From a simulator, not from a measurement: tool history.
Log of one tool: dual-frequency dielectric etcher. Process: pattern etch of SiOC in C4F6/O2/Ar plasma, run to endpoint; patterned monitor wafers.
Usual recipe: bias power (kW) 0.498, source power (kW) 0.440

run     day  bias power (kW)  source power (kW)  wafers since the last listed run  hours since the last wet clean  hours since the last bias power generator calibration  hours since the last source power generator calibration  hours since the last upper electrode change  incoming incoming film thickness, nm  endpoint time (s)
  1   0.000            0.498              0.370                                 0                           334.6                                                 2387.3                                                   1369.9                                       2736.1                                 27.85                9.2
  2   2.725            0.498              0.370                              1182                           400.0                                                 2452.7                                                   1435.3                                       2801.5                                 28.14                9.3
      4.938  -- wet clean of the chamber
  3   4.958            0.498              0.520                               535                             0.5                                                 2506.3                                                   1488.9                                       2855.1                                 28.23                8.5
  4   6.983            0.498              0.520                               878                            49.1                                                 2554.9                                                   1537.5                                       2903.7                                 27.77                8.3
  5   8.962            0.498              0.520                               858                            96.6                                                 2602.4                                                   1585.0                                       2951.2                                 28.01                8.3
  6  11.567            0.498              0.440                              1130                           159.1                                                 2664.9                                                   1647.5                                       3013.7                                 28.41                8.9
  7  13.988            0.498              0.440                              1050                           217.2                                                 2723.0                                                   1705.6                                       3071.8                                 28.05                8.8
  8  15.633            0.498              0.440                               714                           256.7                                                 2762.5                                                   1745.1                                       3111.3                                 28.24                8.8
  9  17.746            0.413              0.440                               916                           307.4                                                 2813.2                                                   1795.8                                       3162.0                                 28.07                9.6
     19.642  -- wet clean of the chamber
 10  20.100            0.413              0.440                               587                            11.0                                                 2869.7                                                   1852.3                                       3218.5                                 27.99                9.7
 11  22.979            0.413              0.440                              1249                            80.1                                                 2938.8                                                   1921.4                                       3287.6                                 27.97                9.6
 12  24.408            0.498              0.440                               620                           114.4                                                 2973.1                                                   1955.7                                       3321.9                                 27.87                8.7
 13  27.238            0.498              0.440                              1227                           182.3                                                 3041.0                                                   2023.6                                       3389.8                                 27.96                8.7
     27.792  -- source power generator calibrated
 14  28.804            0.498              0.440                               607                           219.9                                                 3078.6                                                     24.3                                       3427.4                                 28.05                8.9
 15  34.096            0.439              0.350                              2296                           346.9                                                 3205.6                                                    151.3                                       3554.4                                 28.29               10.2
 16  35.442            0.567              0.350                               584                           379.2                                                 3237.9                                                    183.6                                       3586.7                                 28.54                9.1
 17  36.588            0.498              0.440                               497                           406.7                                                 3265.4                                                    211.1                                       3614.2                                 28.27                8.8
     37.967  -- wet clean of the chamber
     38.450  -- bias power generator calibrated
 18  38.642            0.498              0.370                               385                            16.2                                                    4.6                                                    260.4                                       3663.5                                 28.08                9.6
 19  40.133            0.498              0.440                               647                            52.0                                                   40.4                                                    296.2                                       3699.3                                 28.10                9.0
 20  42.283            0.536              0.440                               933                           103.6                                                   92.0                                                    347.8                                       3750.9                                 28.13                8.6
 21  44.004            0.414              0.350                               746                           144.9                                                  133.3                                                    389.1                                       3792.2                                 28.17               10.6
     47.746  -- upper electrode replaced
 22  47.767            0.383              0.510                              1198                           235.2                                                  223.6                                                    479.4                                          0.5                                 27.96                9.4
 23  48.146            0.612              0.350                               164                           244.3                                                  232.7                                                    488.5                                          9.6                                 28.33                8.8
 24  50.012            0.498              0.440                               810                           289.1                                                  277.5                                                    533.3                                         54.4                                 28.12                8.9
 25  52.329            0.498              0.440                              1005                           344.7                                                  333.1                                                    588.9                                        110.0                                 28.53                8.9
     55.692  -- wet clean of the chamber
 26  55.712            0.498              0.500                              1034                             0.5                                                  414.3                                                    670.1                                        191.2                                 28.30                8.6
 27  56.808            0.466              0.540                               475                            26.8                                                  440.6                                                    696.4                                        217.5                                 28.55                8.8
 28  59.592            0.574              0.440                              1207                            93.6                                                  507.4                                                    763.2                                        284.3                                 28.32                8.4
 29  61.642            0.452              0.380                               889                           142.8                                                  556.6                                                    812.4                                        333.5                                 28.48               10.0
 30  62.917            0.429              0.440                               553                           173.4                                                  587.2                                                    843.0                                        364.1                                 28.08                9.6
 31  64.600            0.555              0.540                               730                           213.8                                                  627.6                                                    883.4                                        404.5                                 28.41                7.9

Describe how what the log doesn't record of the tool's condition differs between the last listed run preceding each entry between runs and the first listed run following it.
Run 2 -> run 3: wet clean of the chamber (day 4.938)
  etch rate over this chamber's usual, %: 2.75 -> -0.0685; source power that arrives over what is set, %: 2.69 -> 2.84
Run 9 -> run 10: wet clean of the chamber (day 19.642)
  etch rate over this chamber's usual, %: 2.04 -> 0.163; source power that arrives over what is set, %: 3.81 -> 4.01
Run 13 -> run 14: source power generator calibrated (day 27.792)
  etch rate over this chamber's usual, %: 1.34 -> 1.6; source power that arrives over what is set, %: 4.65 -> 0.301
Run 17 -> run 18: wet clean of the chamber (day 37.967); bias power generator calibrated (day 38.450)
  etch rate over this chamber's usual, %: 2.89 -> 0.115; source power that arrives over what is set, %: 0.344 -> 0.366
Run 21 -> run 22: upper electrode replaced (day 47.746)
  etch rate over this chamber's usual, %: 1 -> 1.62; source power that arrives over what is set, %: 0.447 -> 0.522
Run 25 -> run 26: wet clean of the chamber (day 55.692)
  etch rate over this chamber's usual, %: 2.38 -> -0.3; source power that arrives over what is set, %: 0.635 -> 0.734
